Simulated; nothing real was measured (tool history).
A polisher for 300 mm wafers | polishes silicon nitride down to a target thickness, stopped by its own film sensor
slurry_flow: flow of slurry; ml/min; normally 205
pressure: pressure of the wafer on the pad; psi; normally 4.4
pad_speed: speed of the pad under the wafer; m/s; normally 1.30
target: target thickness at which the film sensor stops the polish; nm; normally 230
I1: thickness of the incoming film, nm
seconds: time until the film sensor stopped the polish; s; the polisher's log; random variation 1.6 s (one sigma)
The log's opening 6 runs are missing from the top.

Run 7, hour 335.3: usual settings; I1 450.5. Result: seconds 85.6 s.
At hour 359.8: worn pad replaced by a new one.
Run 8, hour 398.8: usual settings; I1 450.4. Result: seconds 83.8 s.
Run 9, hour 443.4: usual settings; I1 449.5. Result: seconds 86.3 s.
Run 10, hour 492.6: usual settings but pressure 4.8 psi; I1 449.3. Result: seconds 80.4 s.
Run 11, hour 533.0: usual settings but pressure 4.8 psi; I1 453.2. Result: seconds 81.2 s.
Run 12, hour 563.4: usual settings; I1 456.0. Result: seconds 86.2 s.
Run 13, hour 591.2: usual settings; I1 455.0. Result: seconds 86.2 s.
At hour 603.2: worn pad replaced by a new one.
Run 14, hour 634.1: usual settings; I1 452.7. Result: seconds 82.7 s.
At hour 636.0: slurry nozzle cleaned.
At hour 685.7: head pressure recalibrated.
Run 15, hour 688.8: usual settings but slurry_flow 225 ml/min; I1 440.5. Result: seconds 82.1 s.
Run 16, hour 718.1: usual settings but slurry_flow 245 ml/min, pad_speed 1.44 m/s; I1 450.7. Result: seconds 76.5 s.
Run 17, hour 747.5: usual settings but pressure 3.8 psi, pad_speed 1.10 m/s, target 250 nm; I1 455.6. Result: seconds 102.9 s.
Run 18, hour 781.3: usual settings but slurry_flow 155 ml/min, pressure 5.7 psi, target 206 nm; I1 444.3. Result: seconds 78.3 s.
Run 19, hour 819.6: usual settings; I1 444.8. Result: seconds 82.9 s.
Run 20, hour 861.0: usual settings but slurry_flow 230 ml/min, pressure 5.6 psi, pad_speed 1.50 m/s, target 292 nm; I1 446.4. Result: seconds 44.9 s.
At hour 882.7: worn pad replaced by a new one.
Run 21, hour 888.5: usual settings but pressure 5.9 psi, pad_speed 1.72 m/s; I1 450.0. Result: seconds 56.0 s.
Run 22, hour 957.1: usual settings but slurry_flow 245 ml/min, pressure 5.6 psi, target 289 nm; I1 444.4. Result: seconds 49.0 s.
Run 23, hour 988.2: usual settings but pad_speed 1.60 m/s; I1 443.5. Result: seconds 68.5 s.
Run 24, hour 1013.9: usual settings but pressure 3.8 psi, pad_speed 1.00 m/s; I1 458.1. Result: seconds 119.0 s.
Run 25, hour 1041.5: usual settings but slurry_flow 250 ml/min; I1 450.1. Result: seconds 84.3 s.
Run 26, hour 1104.5: usual settings; I1 454.6. Result: seconds 87.5 s.
At hour 1145.2: worn pad replaced by a new one.
At hour 1145.2: slurry nozzle cleaned.
Run 27, hour 1171.8: usual settings but target 270 nm; I1 441.2. Result: seconds 63.8 s.

Run 28 has not been measured yet. What should we expect?
Run 28, hour 1210.3: usual settings but target 190 nm; I1 444.4. Result: seconds ?.

{"run 28": {"seconds": 98.8}}
Were there no unlogged condition in the tool, this run, its random variation unchanged, would have produced seconds 98.8 s.
